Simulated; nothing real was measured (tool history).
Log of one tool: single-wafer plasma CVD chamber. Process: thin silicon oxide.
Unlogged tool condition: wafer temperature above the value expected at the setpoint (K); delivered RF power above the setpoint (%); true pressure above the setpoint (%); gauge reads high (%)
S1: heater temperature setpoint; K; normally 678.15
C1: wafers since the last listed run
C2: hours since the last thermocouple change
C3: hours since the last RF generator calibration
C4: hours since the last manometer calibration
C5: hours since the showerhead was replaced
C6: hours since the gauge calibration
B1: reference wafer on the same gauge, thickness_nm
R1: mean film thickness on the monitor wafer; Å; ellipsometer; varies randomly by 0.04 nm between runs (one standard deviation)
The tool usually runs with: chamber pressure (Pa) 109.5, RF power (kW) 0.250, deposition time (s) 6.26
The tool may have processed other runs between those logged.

run 1 hour=0.0 | S1=678.15 chamber_pressure_(Pa)=109.5 RF_power_(kW)=0.250 deposition_time_(s)=6.81 | C1=0 C2=1151.7 C3=1194.2 C4=1275.7 C5=8098.1 C6=296.3 | B1=8.989 | R1=115.95
run 2 hour=26.2 | S1=678.15 chamber_pressure_(Pa)=109.5 RF_power_(kW)=0.250 deposition_time_(s)=6.81 | C1=1113 C2=1177.9 C3=1220.4 C4=1301.9 C5=8124.3 C6=322.5 | B1=8.997 | R1=116.78
run 3 hour=59.6 | S1=678.15 chamber_pressure_(Pa)=109.5 RF_power_(kW)=0.250 deposition_time_(s)=6.81 | C1=1419 C2=1211.3 C3=1253.8 C4=1335.3 C5=8157.7 C6=355.9 | B1=9.010 | R1=117.11
run 4 hour=79.1 | S1=678.15 chamber_pressure_(Pa)=94.1 RF_power_(kW)=0.250 deposition_time_(s)=6.76 | C1=828 C2=1230.8 C3=1273.3 C4=1354.8 C5=8177.2 C6=375.4 | B1=8.996 | R1=100.46
run 5 hour=95.4 | S1=678.15 chamber_pressure_(Pa)=94.1 RF_power_(kW)=0.250 deposition_time_(s)=6.76 | C1=692 C2=1247.1 C3=1289.6 C4=1371.1 C5=8193.5 C6=391.7 | B1=9.003 | R1=100.88
run 6 hour=108.0 | S1=678.15 chamber_pressure_(Pa)=109.5 RF_power_(kW)=0.250 deposition_time_(s)=6.26 | C1=535 C2=1259.7 C3=1302.2 C4=1383.7 C5=8206.1 C6=404.3 | B1=8.995 | R1=107.45
-- hour=120.2 thermocouple changed; heater temperature recalibrated
-- hour=133.4 capacitance manometer re-zeroed and calibrated
run 7 hour=140.4 | S1=678.15 chamber_pressure_(Pa)=109.5 RF_power_(kW)=0.250 deposition_time_(s)=6.26 | C1=697 C2=20.2 C3=1334.6 C4=7.0 C5=8238.5 C6=436.7 | B1=9.004 | R1=101.26
-- hour=144.8 gauge calibrated
run 8 hour=170.6 | S1=678.15 chamber_pressure_(Pa)=109.5 RF_power_(kW)=0.250 deposition_time_(s)=6.26 | C1=1283 C2=50.4 C3=1364.8 C4=37.2 C5=8268.7 C6=25.8 | B1=9.000 | R1=100.82
-- hour=183.6 RF generator calibrated
run 9 hour=197.2 | S1=678.15 chamber_pressure_(Pa)=109.5 RF_power_(kW)=0.250 deposition_time_(s)=6.82 | C1=790 C2=77.0 C3=13.6 C4=63.8 C5=8295.3 C6=52.4 | B1=9.005 | R1=109.77
run 10 hour=219.7 | S1=688.15 chamber_pressure_(Pa)=90.1 RF_power_(kW)=0.215 deposition_time_(s)=5.57 | C1=956 C2=99.5 C3=36.1 C4=86.3 C5=8317.8 C6=74.9 | B1=8.997 | R1=68.88
run 11 hour=239.0 | S1=672.15 chamber_pressure_(Pa)=89.2 RF_power_(kW)=0.235 deposition_time_(s)=7.19 | C1=820 C2=118.8 C3=55.4 C4=105.6 C5=8337.1 C6=94.2 | B1=9.000 | R1=91.19
run 12 hour=272.0 | S1=668.15 chamber_pressure_(Pa)=127.3 RF_power_(kW)=0.230 deposition_time_(s)=7.04 | C1=1402 C2=151.8 C3=88.4 C4=138.6 C5=8370.1 C6=127.2 | B1=8.987 | R1=126.87
-- hour=293.4 showerhead replaced
run 13 hour=306.6 | S1=669.15 chamber_pressure_(Pa)=91.5 RF_power_(kW)=0.250 deposition_time_(s)=6.60 | C1=1130 C2=186.4 C3=123.0 C4=173.2 C5=13.2 C6=161.8 | B1=9.011 | R1=88.00
run 14 hour=324.9 | S1=678.15 chamber_pressure_(Pa)=109.5 RF_power_(kW)=0.250 deposition_time_(s)=6.81 | C1=777 C2=204.7 C3=141.3 C4=191.5 C5=31.5 C6=180.1 | B1=8.995 | R1=109.99
run 15 hour=357.0 | S1=693.15 chamber_pressure_(Pa)=90.9 RF_power_(kW)=0.300 deposition_time_(s)=7.26 | C1=1364 C2=236.8 C3=173.4 C4=223.6 C5=63.6 C6=212.2 | B1=9.007 | R1=101.15
run 16 hour=390.1 | S1=678.15 chamber_pressure_(Pa)=109.5 RF_power_(kW)=0.250 deposition_time_(s)=6.26 | C1=1407 C2=269.9 C3=206.5 C4=256.7 C5=96.7 C6=245.3 | B1=9.000 | R1=101.43

For each entry between runs, how does the tool's hidden state at the last listed run before it compare with that at the first listed run after it?
In the gap between runs 6 and 7: thermocouple changed; heater temperature recalibrated (hour 120.2); capacitance manometer re-zeroed and calibrated (hour 133.4)
  true pressure above the setpoint (%): 7.4 -> -0.439
  measured minus no-state result, R1: +6.75 -> -0.45 Å
In the gap between runs 7 and 8: gauge calibrated (hour 144.8)
  true pressure above the setpoint (%): -0.439 -> -0.433
  measured minus no-state result, R1: -0.45 -> -0.44 Å
In the gap between runs 8 and 9: RF generator calibrated (hour 183.6)
  true pressure above the setpoint (%): -0.433 -> -0.422
  measured minus no-state result, R1: -0.44 -> -0.47 Å
In the gap between runs 12 and 13: showerhead replaced (hour 293.4)
  true pressure above the setpoint (%): -0.358 -> -0.313
  measured minus no-state result, R1: -0.41 -> -0.32 Å
